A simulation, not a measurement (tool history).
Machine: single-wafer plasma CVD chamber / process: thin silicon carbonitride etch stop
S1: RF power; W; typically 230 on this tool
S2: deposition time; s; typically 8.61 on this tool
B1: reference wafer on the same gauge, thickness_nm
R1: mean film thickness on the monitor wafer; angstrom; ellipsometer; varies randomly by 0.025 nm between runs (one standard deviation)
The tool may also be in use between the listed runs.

run	hour	S1	S2	B1	R1
1	0.0	230	8.61	5.283	50.65
2	55.6	230	8.61	5.291	50.60
3	151.2	230	8.61	5.287	50.14
4	218.8	230	8.61	5.291	49.96
5	263.9	230	8.61	5.290	50.11
6	501.3	230	8.61	5.283	50.25
7	555.4	195	8.61	5.288	46.14
# hour 570.3: gauge calibrated
8	634.6	195	8.61	5.276	46.34
# hour 646.3: showerhead replaced
9	711.4	230	9.53	5.290	55.66
# hour 769.4: thermocouple changed; heater temperature recalibrated
10	807.6	230	9.53	5.285	55.55
11	909.8	230	9.53	5.292	55.31
# hour 966.9: RF generator calibrated
12	1005.0	230	8.61	5.286	49.93
13	1080.7	270	9.64	5.287	60.49
14	1150.1	230	8.61	5.291	50.73
15	1241.4	230	8.61	5.298	49.99
16	1337.7	245	8.61	5.295	51.71
17	1387.3	265	7.82	5.285	48.92
18	1491.2	230	8.61	5.288	50.78
# hour 1509.8: gauge calibrated
19	1566.3	245	7.94	5.287	48.01
20	1606.0	230	9.13	5.294	53.03
21	1710.9	200	7.68	5.289	41.97
22	1759.1	265	9.12	5.289	56.40
23	1806.6	195	8.61	5.289	46.23

Consider 5 possible next runs. They are alternatives, not a sequence: every one starts from the tool as it was left by run 23. What does each give?
A	1807.0	230	8.61	?	?
B	1807.0	240	7.24	?	?
C	1807.0	210	7.14	?	?
D	1807.0	205	7.37	?	?
E	1807.0	190	7.42	?	?

run	B1	R1
A	5.291	50.11
B	5.291	43.00
C	5.291	39.72
D	5.291	40.49
E	5.291	39.13
Stripped of hidden state, with their random variation kept, the same runs would have yielded:
run	R1
A	50.11
B	43.00
C	39.72
D	40.49
E	39.13
